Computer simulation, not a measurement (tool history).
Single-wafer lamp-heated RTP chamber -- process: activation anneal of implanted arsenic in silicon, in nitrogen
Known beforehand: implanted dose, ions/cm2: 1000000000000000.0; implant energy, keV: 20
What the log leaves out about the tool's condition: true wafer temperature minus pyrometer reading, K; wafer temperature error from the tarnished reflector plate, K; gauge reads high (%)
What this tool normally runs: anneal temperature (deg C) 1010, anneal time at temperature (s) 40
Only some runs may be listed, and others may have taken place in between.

run,hour,anneal temperature (deg C),anneal time at temperature (s),wafers since the last listed run,wafers since the last pyrometer calibration,wafers since the reflector plate was cleaned,hours since the gauge calibration,"read-back reference wafer on the same gauge, sheet resistance",sheet resistance of the implanted and annealed layer (ohm/square)
1,0,1010,52,0,54,7943,581.2,110.01,116.1
2,40.4,1010,40,528,582,8472,621.6,110.1,118.5
3,79.6,1010,40,512,1095,8985,660.8,109.96,118.77
4,149.6,1010,40,915,2011,9901,730.8,109.94,118
# hour 299: reflector plate cleaned
5,331.6,1010,40,2276,4287,426,912.8,110.02,118.11
6,371.5,1010,40,522,4809,948,952.7,109.96,118.09
7,416.8,1010,40,592,5402,1541,998,109.99,117.33
8,448.7,1010,40,417,5820,1958,1029.9,109.91,117.89
# hour 484.8: pyrometer window cleaned and pyrometer calibrated, repeated, since the last time left the tool worse
9,490.7,1010,40,444,77,2403,1071.9,110,121.3
10,523.1,1010,40,423,501,2827,1104.3,110.01,121.73
11,550.6,1010,40,359,861,3187,1131.8,109.96,121.07
12,659,1010,25,1418,2279,4605,1240.2,110,125.83
13,855.8,1020,28,2574,4854,7180,1437,110.01,121.56
14,892.2,1034,25,476,5330,7656,1473.4,110.03,119.87
15,943.6,1010,40,672,6003,8329,1524.8,109.88,119.98
# hour 944.9: gauge calibrated
16,967.7,1010,40,315,6318,8644,22.8,109.97,119.86
# hour 976.9: pyrometer window cleaned and pyrometer calibrated
# hour 998.2: reflector plate cleaned
17,1038.9,1010,40,722,706,532,94,110.04,121.18
18,1071.8,1030,40,430,1136,962,126.9,109.98,115.95
19,1100.7,1010,40,378,1514,1340,155.8,109.9,120.91
20,1156.7,1000,62,732,2247,2073,211.8,110.08,118.06
21,1190.2,1035,59,438,2685,2511,245.3,110.01,110.71
22,1230.6,1019,20,528,3214,3040,285.7,109.98,125.37
23,1267.7,1036,53,485,3699,3525,322.8,110.02,111.86
24,1337.7,994,59,915,4615,4441,392.8,110.01,120.66
25,1383.5,1002,25,599,5214,5040,438.6,110.04,127.51
26,1418,1030,40,451,5666,5492,473.1,110.02,115.26
# hour 1455.1: pyrometer window cleaned and pyrometer calibrated
27,1455.6,1010,40,387,6,5879,510.7,109.98,121.13
28,1479.4,1010,40,311,318,6190,534.5,109.98,121.82
29,1523.3,1010,40,574,892,6765,578.4,110.1,120.96
30,1574.7,988,50,672,1565,7437,629.8,110.03,124.79
31,1621.3,982,61,609,2174,8047,676.4,110.05,124.17
32,1668.5,1001,21,617,2792,8664,723.6,110.07,130.63
33,1720.5,1010,40,680,3472,9345,775.6,110.1,120.85
34,1763.9,1010,40,567,4040,9913,819,109.97,120.28
# hour 1796.7: reflector plate cleaned
35,1827,986,22,720,4761,396,882.1,110.02,134.37

Each row is a separate what-if for the run after 35, all from the same tool condition, not one after another. Results?
A,1827.4,1010,29,5,4766,401,882.5,?,?
B,1827.4,984,48,5,4766,401,882.5,?,?
C,1827.4,994,47,5,4766,401,882.5,?,?
D,1827.4,1034,63,5,4766,401,882.5,?,?
E,1827.4,997,22,5,4766,401,882.5,?,?

run,"read-back reference wafer on the same gauge, sheet resistance",sheet resistance of the implanted and annealed layer (ohm/square)
A,109.89,123.64
B,109.89,125.87
C,109.89,122.96
D,109.89,110.4
E,109.89,130.64
Stripped of hidden state, with their random variation kept, the same runs would have yielded:
run,sheet resistance of the implanted and annealed layer (ohm/square)
A,125.1
B,127.59
C,124.52
D,111.44
E,132.31
